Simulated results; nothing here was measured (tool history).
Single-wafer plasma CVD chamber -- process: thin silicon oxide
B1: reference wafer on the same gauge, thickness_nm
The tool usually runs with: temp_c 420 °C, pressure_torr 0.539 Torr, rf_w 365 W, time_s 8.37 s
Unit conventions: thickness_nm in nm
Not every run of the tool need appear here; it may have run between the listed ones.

Run 1, hour 0: usual settings but temp_c 409 °C; B1 10.705. Result: thickness_nm 9.562 nm.
Run 2, hour 48.5: usual settings but rf_w 405 W; B1 10.704. Result: thickness_nm 9.698 nm.
Run 3, hour 98.5: usual settings but rf_w 405 W; B1 10.719. Result: thickness_nm 9.693 nm.
At hour 159.4: thermocouple changed; heater temperature recalibrated.
Run 4, hour 159.9: usual settings but rf_w 405 W; B1 10.726. Result: thickness_nm 9.764 nm.
Run 5, hour 213: usual settings but temp_c 428 °C; B1 10.694. Result: thickness_nm 9.495 nm.
Run 6, hour 244.5: usual settings but temp_c 428 °C; B1 10.693. Result: thickness_nm 9.393 nm.
Run 7, hour 295.4: usual settings but rf_w 310 W; B1 10.736. Result: thickness_nm 9.235 nm.
Run 8, hour 326.5: usual settings but rf_w 310 W; B1 10.691. Result: thickness_nm 9.181 nm.
Run 9, hour 383.7: usual settings; B1 10.7. Result: thickness_nm 9.543 nm.
At hour 411.7: gauge calibrated.
Run 10, hour 429.5: usual settings but pressure_torr 0.512 Torr, time_s 7.06 s; B1 10.693. Result: thickness_nm 7.63 nm.
Run 11, hour 488.3: usual settings but pressure_torr 0.512 Torr, time_s 7.06 s; B1 10.717. Result: thickness_nm 7.589 nm.
Run 12, hour 544.8: usual settings but temp_c 428 °C, pressure_torr 0.611 Torr, rf_w 315 W, time_s 7.48 s; B1 10.705. Result: thickness_nm 9.231 nm.
Run 13, hour 612.7: usual settings but temp_c 426 °C, pressure_torr 0.658 Torr, rf_w 410 W; B1 10.717. Result: thickness_nm 11.896 nm.
Run 14, hour 669.1: usual settings; B1 10.727. Result: thickness_nm 9.469 nm.
Run 15, hour 735.6: usual settings but temp_c 428 °C, pressure_torr 0.66 Torr, rf_w 320 W; B1 10.706. Result: thickness_nm 11.172 nm.
At hour 762: RF generator calibrated.
Run 16, hour 774.6: usual settings but temp_c 431 °C, pressure_torr 0.42 Torr, rf_w 315 W; B1 10.726. Result: thickness_nm 7.007 nm.
Run 17, hour 827.8: usual settings but rf_w 335 W; B1 10.711. Result: thickness_nm 9.317 nm.
Run 18, hour 898: usual settings but temp_c 415 °C, pressure_torr 0.636 Torr, time_s 9.03 s; B1 10.722. Result: thickness_nm 12.114 nm.
Run 19, hour 945.2: usual settings but pressure_torr 0.605 Torr, time_s 9.96 s; B1 10.685. Result: thickness_nm 12.586 nm.
Run 20, hour 992.7: usual settings but temp_c 413 °C, pressure_torr 0.596 Torr, time_s 7.48 s; B1 10.708. Result: thickness_nm 9.509 nm.
Run 21, hour 1054.9: usual settings but time_s 6.96 s; B1 10.726. Result: thickness_nm 7.81 nm.
Run 22, hour 1100.8: usual settings; B1 10.673. Result: thickness_nm 9.466 nm.
At hour 1118.4: capacitance manometer re-zeroed and calibrated.
Run 23, hour 1129.5: usual settings but temp_c 413 °C, pressure_torr 0.577 Torr, rf_w 385 W, time_s 9.7 s; B1 10.704. Result: thickness_nm 11.88 nm.
At hour 1138.6: showerhead replaced.
Run 24, hour 1177.9: usual settings but temp_c 406 °C, rf_w 345 W, time_s 7.95 s; B1 10.732. Result: thickness_nm 8.946 nm.
Run 25, hour 1229.1: usual settings but temp_c 434 °C, rf_w 435 W, time_s 7.36 s; B1 10.681. Result: thickness_nm 8.674 nm.
Run 26, hour 1422: usual settings; B1 10.701. Result: thickness_nm 9.454 nm.
Run 27, hour 1453.3: usual settings but pressure_torr 0.482 Torr, time_s 9.6 s; B1 10.695. Result: thickness_nm 9.692 nm.
Run 28, hour 1480.9: usual settings but temp_c 424 °C, pressure_torr 0.582 Torr, rf_w 330 W; B1 10.721. Result: thickness_nm 9.97 nm.
Run 29, hour 1534: usual settings but temp_c 425 °C, pressure_torr 0.605 Torr, time_s 9.31 s; B1 10.69. Result: thickness_nm 11.903 nm.
Run 30, hour 1648.2: usual settings; B1 10.718. Result: thickness_nm 9.467 nm.

Consider 3 possible next runs. They are alternatives, not a sequence: every one starts from the tool as it was left by run 30. What does each give?
Run A, hour 1648.6: usual settings but rf_w 420 W; B1 ?. Result: thickness_nm ?.
Run B, hour 1648.6: usual settings but temp_c 430 °C, pressure_torr 0.637 Torr, time_s 9.02 s; B1 ?. Result: thickness_nm ?.
Run C, hour 1648.6: usual settings but temp_c 424 °C, rf_w 385 W; B1 ?. Result: thickness_nm ?.

run      B1  thickness_nm
  A  10.697         9.733
  B  10.697        11.905
  C  10.697         9.516
With the hidden condition removed and each run's random variation left untouched, the same runs would have given:
run  thickness_nm
  A         9.733
  B        11.905
  C         9.516

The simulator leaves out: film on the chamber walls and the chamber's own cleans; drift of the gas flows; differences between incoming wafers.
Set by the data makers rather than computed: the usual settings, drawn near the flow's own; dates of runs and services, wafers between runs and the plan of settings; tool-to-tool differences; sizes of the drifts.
